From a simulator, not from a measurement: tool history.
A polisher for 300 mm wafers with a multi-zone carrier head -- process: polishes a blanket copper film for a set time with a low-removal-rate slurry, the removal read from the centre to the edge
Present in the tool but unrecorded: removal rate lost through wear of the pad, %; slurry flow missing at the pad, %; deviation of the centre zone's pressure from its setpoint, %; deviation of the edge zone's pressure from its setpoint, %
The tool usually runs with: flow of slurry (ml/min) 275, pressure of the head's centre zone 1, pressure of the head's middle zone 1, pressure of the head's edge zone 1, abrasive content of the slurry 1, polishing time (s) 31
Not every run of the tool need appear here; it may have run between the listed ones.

| run | day | flow of slurry (ml/min) | pressure of the head's centre zone | pressure of the head's middle zone | pressure of the head's edge zone | abrasive content of the slurry | polishing time (s) | wafers since the last listed run | wafers polished on this pad | hours since the slurry nozzle was cleaned | hours since the centre zone pressure was calibrated | hours since the edge zone pressure was calibrated | hours since the carrier head's membrane was replaced | incoming thickness of the incoming film, nm | film removed at the wafer's centre (nm) | film removed at mid-radius (nm) | film removed at the wafer's edge (nm) |
|---|---|---|---|---|---|---|---|---|---|---|---|---|---|---|---|---|---|
| 1 | 0 | 275 | 1 | 1 | 1 | 1 | 31 | 0 | 354 | 382.5 | 1318.7 | 149.5 | 69.1 | 630.8 | 82 | 88.4 | 88.6 |
| 2 | 0.721 | 275 | 1 | 1 | 1 | 1 | 36 | 239 | 593 | 399.8 | 1336 | 166.8 | 86.4 | 643.7 | 95.3 | 101.2 | 103 |
|  | 0.875 | slurry nozzle cleaned |
| 3 | 1.408 | 240 | 1 | 1 | 1 | 1.1 | 31 | 214 | 808 | 12.8 | 1352.5 | 183.3 | 102.9 | 625.9 | 86.9 | 89.7 | 91.1 |
| 4 | 1.8 | 275 | 1 | 0.91 | 1 | 0.75 | 31 | 129 | 938 | 22.2 | 1361.9 | 192.7 | 112.3 | 627.8 | 81.3 | 79.4 | 86.6 |
| 5 | 2.358 | 350 | 1 | 1 | 1 | 1 | 31 | 185 | 1123 | 35.6 | 1375.3 | 206.1 | 125.7 | 617.6 | 88.3 | 96.1 | 93.8 |
| 6 | 2.838 | 275 | 1 | 1 | 1 | 1 | 31 | 158 | 1282 | 47.1 | 1386.8 | 217.6 | 137.2 | 628.2 | 85.3 | 91.1 | 92.6 |
|  | 3.188 | centre zone pressure recalibrated |
| 7 | 3.342 | 275 | 1 | 1 | 1 | 1 | 31 | 139 | 1422 | 59.2 | 3.7 | 229.7 | 149.3 | 625.6 | 93.3 | 92.4 | 91.9 |
|  | 4.788 | worn pad replaced by a new one |
| 8 | 4.85 | 275 | 1 | 1 | 1.04 | 1 | 38 | 445 | 20 | 95.4 | 39.9 | 265.9 | 185.5 | 640.6 | 113.8 | 109.9 | 113.4 |
| 9 | 5.538 | 205 | 1 | 1 | 1 | 1 | 20 | 228 | 248 | 111.9 | 56.4 | 282.4 | 202 | 618.7 | 57.1 | 55.8 | 57.1 |
| 10 | 6.208 | 275 | 1 | 1 | 1 | 0.8 | 37 | 222 | 471 | 128 | 72.5 | 298.5 | 218.1 | 624.7 | 106.2 | 101.1 | 105.8 |
| 11 | 6.583 | 275 | 1 | 1 | 1 | 1 | 26 | 124 | 595 | 137 | 81.5 | 307.5 | 227.1 | 632.9 | 77.6 | 76.9 | 76.1 |
| 12 | 6.854 | 275 | 1 | 0.93 | 0.92 | 1 | 31 | 89 | 685 | 143.5 | 88 | 314 | 233.6 | 636.6 | 91.4 | 84.9 | 88.8 |
| 13 | 7.571 | 275 | 1.11 | 1 | 1.11 | 1.25 | 40 | 237 | 923 | 160.7 | 105.2 | 331.2 | 250.8 | 629.5 | 138.5 | 120.6 | 126.6 |
| 14 | 8.262 | 275 | 1 | 1.07 | 1.07 | 0.75 | 31 | 229 | 1152 | 177.3 | 121.8 | 347.8 | 267.4 | 630.9 | 85.7 | 89.7 | 88.1 |
| 15 | 8.933 | 275 | 1 | 1 | 1 | 1 | 20 | 222 | 1375 | 193.4 | 137.9 | 363.9 | 283.5 | 622.8 | 58.2 | 59.5 | 57.7 |

The next listed run, before its measurement:
| 16 | 9.192 | 275 | 1 | 1 | 1 | 1 | 36 | 85 | 1461 | 199.6 | 144.1 | 370.1 | 289.7 | 632 | ? | ? | ? |

Run 16 came out at film removed at the wafer's centre (nm) 106, film removed at mid-radius (nm) 106.8, film removed at the wafer's edge (nm) 104.8.
Without the tool's hidden state the same run would have given film removed at the wafer's centre (nm) 107.5, film removed at mid-radius (nm) 108.6, film removed at the wafer's edge (nm) 106.1.
